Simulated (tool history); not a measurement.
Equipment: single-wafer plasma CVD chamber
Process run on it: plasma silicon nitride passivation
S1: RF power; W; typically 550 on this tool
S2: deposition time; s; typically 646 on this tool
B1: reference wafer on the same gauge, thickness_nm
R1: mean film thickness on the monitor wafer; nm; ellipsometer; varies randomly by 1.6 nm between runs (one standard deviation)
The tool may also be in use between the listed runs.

run	hour	S1	S2	B1	R1
1	0.0	550	646	1039.540	1050.857
2	13.2	550	646	1040.601	1051.816
3	33.3	550	646	1039.837	1048.793
4	41.1	550	566	1040.782	917.465
5	49.8	550	646	1039.792	1048.515
6	66.6	550	646	1040.507	1052.010
7	74.1	550	646	1039.906	1048.270
8	89.9	550	646	1040.368	1046.451
9	100.2	550	646	1040.094	1049.856
10	108.9	550	646	1039.888	1044.045
11	117.9	550	593	1039.969	961.058
12	135.2	550	593	1040.198	958.550
13	151.1	550	646	1040.098	1049.053
14	159.2	550	646	1040.530	1045.047
15	176.8	550	646	1040.779	1047.167
16	191.6	590	747	1039.516	1235.017
# hour 192.7: gauge calibrated
# hour 209.4: showerhead replaced, of another model than before
17	209.9	550	646	1039.232	1049.867
18	212.4	650	701	1039.904	1181.073
19	227.5	475	581	1040.048	919.201
# hour 246.2: RF generator calibrated
20	246.7	495	646	1040.153	1046.768
21	249.6	510	773	1039.255	1255.180
22	257.2	550	646	1040.386	1065.105
23	266.5	445	716	1039.981	1134.255
24	274.1	550	566	1040.547	933.806
25	289.0	600	590	1040.418	988.951
26	297.3	465	713	1039.860	1140.403
27	313.1	465	733	1039.938	1170.776
28	323.0	625	756	1039.797	1276.534
29	340.7	550	646	1040.231	1065.712
30	349.4	550	646	1040.238	1063.962
31	360.7	620	743	1040.266	1255.761

Here are 5 independent what-if runs from the current tool condition. What would each one return?
A	361.3	550	723	?	?
B	361.3	460	646	?	?
C	361.3	485	738	?	?
D	361.3	635	771	?	?
E	361.3	615	591	?	?

run	B1	R1
A	1041.103	1191.658
B	1041.103	1028.890
C	1041.103	1187.131
D	1041.103	1308.314
E	1041.103	996.273
The same runs, with their run-to-run variation unchanged, on a tool lacking any hidden condition would have given:
run	R1
A	1192.094
B	1029.266
C	1187.564
D	1308.792
E	996.637
